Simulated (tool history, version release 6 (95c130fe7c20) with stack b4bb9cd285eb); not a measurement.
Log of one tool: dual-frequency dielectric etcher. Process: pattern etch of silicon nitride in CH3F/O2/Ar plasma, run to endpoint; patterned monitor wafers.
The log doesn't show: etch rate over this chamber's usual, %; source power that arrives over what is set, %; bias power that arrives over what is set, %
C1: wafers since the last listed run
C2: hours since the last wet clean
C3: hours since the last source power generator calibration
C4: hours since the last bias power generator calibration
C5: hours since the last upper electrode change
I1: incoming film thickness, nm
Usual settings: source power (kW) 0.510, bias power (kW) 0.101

run 1 day=0.000 | source_power_(kW)=0.510 bias_power_(kW)=0.101 | C1=0 C2=406.1 C3=3370.1 C4=3839.2 C5=5389.5 | I1=25.24 | endpoint_time_(s)=32.3
run 2 day=5.229 | source_power_(kW)=0.510 bias_power_(kW)=0.101 | C1=1335 C2=531.6 C3=3495.6 C4=3964.7 C5=5515.0 | I1=25.38 | endpoint_time_(s)=32.8
-- day=6.475 wet clean of the chamber
run 3 day=7.338 | source_power_(kW)=0.510 bias_power_(kW)=0.101 | C1=283 C2=20.7 C3=3546.2 C4=4015.3 C5=5565.6 | I1=25.23 | endpoint_time_(s)=31.4
run 4 day=9.533 | source_power_(kW)=0.510 bias_power_(kW)=0.101 | C1=560 C2=73.4 C3=3598.9 C4=4068.0 C5=5618.3 | I1=25.41 | endpoint_time_(s)=32.2
run 5 day=13.196 | source_power_(kW)=0.510 bias_power_(kW)=0.084 | C1=935 C2=161.3 C3=3686.8 C4=4155.9 C5=5706.2 | I1=25.28 | endpoint_time_(s)=34.0
-- day=14.338 bias power generator calibrated
run 6 day=17.404 | source_power_(kW)=0.510 bias_power_(kW)=0.084 | C1=1032 C2=262.3 C3=3787.8 C4=73.6 C5=5807.2 | I1=24.93 | endpoint_time_(s)=33.5
-- day=19.429 source power generator calibrated
run 7 day=19.646 | source_power_(kW)=0.510 bias_power_(kW)=0.101 | C1=530 C2=316.1 C3=5.2 C4=127.4 C5=5861.0 | I1=25.29 | endpoint_time_(s)=32.2
-- day=21.071 upper electrode replaced
run 8 day=23.283 | source_power_(kW)=0.510 bias_power_(kW)=0.116 | C1=673 C2=403.4 C3=92.5 C4=214.7 C5=53.1 | I1=25.21 | endpoint_time_(s)=31.2
run 9 day=27.138 | source_power_(kW)=0.440 bias_power_(kW)=0.116 | C1=984 C2=495.9 C3=185.0 C4=307.2 C5=145.6 | I1=25.15 | endpoint_time_(s)=33.3
-- day=30.979 wet clean of the chamber
run 10 day=31.000 | source_power_(kW)=0.510 bias_power_(kW)=0.101 | C1=731 C2=0.5 C3=277.7 C4=399.9 C5=238.3 | I1=25.35 | endpoint_time_(s)=33.7
run 11 day=35.375 | source_power_(kW)=0.510 bias_power_(kW)=0.108 | C1=1117 C2=105.5 C3=382.7 C4=504.9 C5=343.3 | I1=25.35 | endpoint_time_(s)=33.4
-- day=37.542 wet clean of the chamber, repeated, since the last time left the tool worse
run 12 day=38.279 | source_power_(kW)=0.510 bias_power_(kW)=0.101 | C1=486 C2=17.7 C3=452.4 C4=574.6 C5=413.0 | I1=25.22 | endpoint_time_(s)=31.4
run 13 day=41.704 | source_power_(kW)=0.510 bias_power_(kW)=0.101 | C1=874 C2=99.9 C3=534.6 C4=656.8 C5=495.2 | I1=25.41 | endpoint_time_(s)=31.9
run 14 day=44.725 | source_power_(kW)=0.450 bias_power_(kW)=0.101 | C1=771 C2=172.4 C3=607.1 C4=729.3 C5=567.7 | I1=25.32 | endpoint_time_(s)=33.6

What the log doesn't show, run by run:
source power that arrives over what is set, %: 0 in every run
bias power that arrives over what is set, %: 0 in every run
H1: etch rate over this chamber's usual, %
run=1 H1=-2.31
run=2 H1=-3.06
run=3 H1=-0.143
run=4 H1=-0.459
run=5 H1=-0.987
run=6 H1=-1.59
run=7 H1=-1.92
run=8 H1=-2.44
run=9 H1=-3
run=10 H1=-5.98
run=11 H1=-6.61
run=12 H1=0.235
run=13 H1=-0.259
run=14 H1=-0.694

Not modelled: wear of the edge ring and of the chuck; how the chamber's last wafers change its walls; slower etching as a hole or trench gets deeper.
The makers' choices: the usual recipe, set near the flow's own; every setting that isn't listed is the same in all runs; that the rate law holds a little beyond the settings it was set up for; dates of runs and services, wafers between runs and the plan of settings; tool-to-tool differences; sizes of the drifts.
